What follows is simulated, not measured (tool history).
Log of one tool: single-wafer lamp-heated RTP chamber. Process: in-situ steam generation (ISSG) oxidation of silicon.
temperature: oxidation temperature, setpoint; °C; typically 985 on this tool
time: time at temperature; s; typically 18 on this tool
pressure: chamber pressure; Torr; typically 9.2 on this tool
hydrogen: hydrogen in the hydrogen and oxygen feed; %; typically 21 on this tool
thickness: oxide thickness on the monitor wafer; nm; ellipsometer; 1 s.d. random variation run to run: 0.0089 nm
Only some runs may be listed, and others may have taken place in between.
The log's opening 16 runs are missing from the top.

| run | day | temperature | time | pressure | hydrogen | read-back reference wafer on the same gauge, thickness | thickness |
|---|---|---|---|---|---|---|---|
| 17 | 52.296 | 977 | 18 | 9.2 | 29 | 4.826 | 4.854 |
| 18 | 55.542 | 974 | 25 | 10.2 | 17 | 4.824 | 4.869 |
| 19 | 57.879 | 1004 | 21 | 10.2 | 30 | 4.820 | 5.692 |
| 20 | 61.158 | 985 | 18 | 9.2 | 21 | 4.822 | 4.672 |
| 21 | 63.262 | 979 | 21 | 8.2 | 31 | 4.820 | 5.441 |
| 22 | 67.467 | 999 | 11 | 9.9 | 12 | 4.819 | 3.464 |
| 23 | 71.454 | 985 | 20 | 8.8 | 16 | 4.820 | 4.662 |
| 24 | 74.188 | 985 | 16 | 9.9 | 31 | 4.819 | 4.837 |
|  | 76.183 | pyrometer window cleaned and pyrometer calibrated |
| 25 | 77.683 | 970 | 12 | 9.2 | 30 | 4.819 | 4.058 |
| 26 | 87.404 | 985 | 18 | 9.2 | 21 | 4.824 | 4.639 |
| 27 | 89.983 | 969 | 12 | 9.2 | 17 | 4.818 | 3.555 |
| 28 | 94.321 | 985 | 18 | 9.2 | 21 | 4.824 | 4.696 |
| 29 | 96.312 | 985 | 18 | 9.2 | 24 | 4.819 | 4.827 |
| 30 | 100.171 | 974 | 18 | 10.2 | 24 | 4.821 | 4.565 |
| 31 | 102.696 | 985 | 18 | 9.2 | 15 | 4.817 | 4.380 |
|  | 103.721 | pyrometer window cleaned and pyrometer calibrated |
| 32 | 106.121 | 985 | 18 | 10.2 | 21 | 4.817 | 4.539 |

Below are 3 alternative next runs, each starting from the tool's condition after run 32. Predict each:
| A | 106.138 | 985 | 18 | 9.2 | 29 | ? | ? |
| B | 106.138 | 985 | 18 | 9.2 | 27 | ? | ? |
| C | 106.138 | 985 | 18 | 8.3 | 29 | ? | ? |

| run | read-back reference wafer on the same gauge, thickness | thickness |
|---|---|---|
| A | 4.823 | 5.006 |
| B | 4.823 | 4.921 |
| C | 4.823 | 5.074 |
Had the tool no hidden state, the same runs would have come out as:
| run | thickness |
|---|---|
| A | 4.969 |
| B | 4.885 |
| C | 5.034 |

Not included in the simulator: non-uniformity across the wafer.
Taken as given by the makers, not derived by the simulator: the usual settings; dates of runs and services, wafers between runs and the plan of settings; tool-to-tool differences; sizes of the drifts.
